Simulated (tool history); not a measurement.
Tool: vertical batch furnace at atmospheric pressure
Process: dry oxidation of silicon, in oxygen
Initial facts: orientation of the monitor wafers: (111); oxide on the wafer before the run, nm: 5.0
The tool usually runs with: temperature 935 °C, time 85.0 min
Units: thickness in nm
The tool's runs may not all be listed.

| run | hour | temperature | time | wafers since the last listed run | hours since the last temperature calibration | hours since the boat lift was adjusted | hours since the gauge calibration | read-back reference wafer on the same gauge, thickness | thickness |
|---|---|---|---|---|---|---|---|---|---|
| 1 | 0.0 | 935 | 102.0 | 0 | 2326.2 | 4303.5 | 509.4 | 57.66 | 56.87 |
| 2 | 76.6 | 935 | 102.0 | 1055 | 2402.8 | 4380.1 | 586.0 | 57.64 | 57.49 |
| 3 | 150.0 | 935 | 102.0 | 1011 | 2476.2 | 4453.5 | 659.4 | 57.65 | 56.73 |
| 4 | 279.6 | 949 | 73.0 | 1785 | 2605.8 | 4583.1 | 789.0 | 57.59 | 51.13 |
| 5 | 371.1 | 949 | 73.0 | 1260 | 2697.3 | 4674.6 | 880.5 | 57.69 | 50.85 |
| 6 | 416.5 | 935 | 118.0 | 625 | 2742.7 | 4720.0 | 925.9 | 57.56 | 62.73 |
| 7 | 472.1 | 935 | 118.0 | 765 | 2798.3 | 4775.6 | 981.5 | 57.66 | 62.85 |
| 8 | 530.7 | 935 | 101.5 | 807 | 2856.9 | 4834.2 | 1040.1 | 57.56 | 56.31 |
| 9 | 595.6 | 935 | 101.5 | 894 | 2921.8 | 4899.1 | 1105.0 | 57.72 | 56.26 |
| 10 | 665.6 | 935 | 85.0 | 964 | 2991.8 | 4969.1 | 1175.0 | 57.55 | 50.21 |
| 11 | 772.2 | 943 | 85.0 | 1468 | 3098.4 | 5075.7 | 1281.6 | 57.71 | 53.58 |
| 12 | 830.7 | 943 | 85.0 | 805 | 3156.9 | 5134.2 | 1340.1 | 57.49 | 53.82 |
| 13 | 923.1 | 935 | 85.0 | 1272 | 3249.3 | 5226.6 | 1432.5 | 57.58 | 50.20 |
| 14 | 974.6 | 935 | 85.0 | 709 | 3300.8 | 5278.1 | 1484.0 | 57.60 | 50.07 |
| 15 | 1072.5 | 935 | 85.0 | 1348 | 3398.7 | 5376.0 | 1581.9 | 57.62 | 50.09 |
| 16 | 1114.3 | 935 | 85.0 | 575 | 3440.5 | 5417.8 | 1623.7 | 57.61 | 50.31 |
|  | 1166.6 | thermocouples replaced and temperature profile calibrated |
| 17 | 1167.8 | 925 | 85.0 | 406 | 1.2 | 5471.3 | 1677.2 | 57.58 | 46.00 |
| 18 | 1236.7 | 925 | 85.0 | 949 | 70.1 | 5540.2 | 1746.1 | 57.52 | 45.79 |
| 19 | 1287.8 | 950 | 85.0 | 703 | 121.2 | 5591.3 | 1797.2 | 57.63 | 56.25 |
|  | 1314.0 | boat lift adjusted |
| 20 | 1506.7 | 924 | 117.0 | 2684 | 340.1 | 192.7 | 2016.1 | 57.58 | 58.17 |
| 21 | 1587.1 | 951 | 62.5 | 1107 | 420.5 | 273.1 | 2096.5 | 57.67 | 47.97 |
| 22 | 1628.1 | 927 | 44.0 | 564 | 461.5 | 314.1 | 2137.5 | 57.60 | 31.36 |
| 23 | 1691.1 | 956 | 67.5 | 867 | 524.5 | 377.1 | 2200.5 | 57.60 | 52.39 |
| 24 | 1780.9 | 935 | 85.0 | 1237 | 614.3 | 466.9 | 2290.3 | 57.66 | 51.85 |
| 25 | 1832.6 | 913 | 101.0 | 712 | 666.0 | 518.6 | 2342.0 | 57.71 | 47.17 |
| 26 | 1903.8 | 921 | 56.5 | 980 | 737.2 | 589.8 | 2413.2 | 57.63 | 34.66 |
|  | 1910.8 | gauge calibrated |
| 27 | 1961.6 | 954 | 103.5 | 796 | 795.0 | 647.6 | 50.8 | 57.62 | 67.87 |
| 28 | 2009.9 | 915 | 55.5 | 665 | 843.3 | 695.9 | 99.1 | 57.52 | 32.50 |
| 29 | 2058.5 | 935 | 85.0 | 669 | 891.9 | 744.5 | 147.7 | 57.64 | 51.89 |
| 30 | 2096.3 | 935 | 85.0 | 520 | 929.7 | 782.3 | 185.5 | 57.52 | 51.76 |
| 31 | 2196.1 | 960 | 112.0 | 1374 | 1029.5 | 882.1 | 285.3 | 57.48 | 75.60 |
| 32 | 2289.9 | 920 | 85.0 | 1292 | 1123.3 | 975.9 | 379.1 | 57.59 | 45.02 |
| 33 | 2359.3 | 935 | 85.0 | 955 | 1192.7 | 1045.3 | 448.5 | 57.60 | 51.78 |
| 34 | 2421.6 | 935 | 85.0 | 858 | 1255.0 | 1107.6 | 510.8 | 57.76 | 51.22 |
| 35 | 2465.5 | 928 | 85.0 | 604 | 1298.9 | 1151.5 | 554.7 | 57.57 | 48.35 |
| 36 | 2670.4 | 935 | 85.0 | 2822 | 1503.8 | 1356.4 | 759.6 | 57.58 | 51.48 |
| 37 | 2744.8 | 935 | 111.5 | 1024 | 1578.2 | 1430.8 | 834.0 | 57.64 | 61.79 |
| 38 | 2826.5 | 924 | 85.0 | 1125 | 1659.9 | 1512.5 | 915.7 | 57.67 | 46.55 |
| 39 | 2885.6 | 916 | 46.5 | 814 | 1719.0 | 1571.6 | 974.8 | 57.60 | 29.57 |

Below are 3 alternative next runs, each starting from the tool's condition after run 39. Predict each:
| A | 2891.1 | 949 | 85.0 | 75 | 1724.5 | 1577.1 | 980.3 | ? | ? |
| B | 2891.1 | 928 | 117.0 | 75 | 1724.5 | 1577.1 | 980.3 | ? | ? |
| C | 2891.1 | 924 | 52.0 | 75 | 1724.5 | 1577.1 | 980.3 | ? | ? |

| run | read-back reference wafer on the same gauge, thickness | thickness |
|---|---|---|
| A | 57.50 | 57.34 |
| B | 57.50 | 59.74 |
| C | 57.50 | 33.65 |
The same runs, with their run-to-run variation unchanged, on a tool lacking any hidden condition would have given:
| run | thickness |
|---|---|
| A | 57.88 |
| B | 60.36 |
| C | 34.00 |
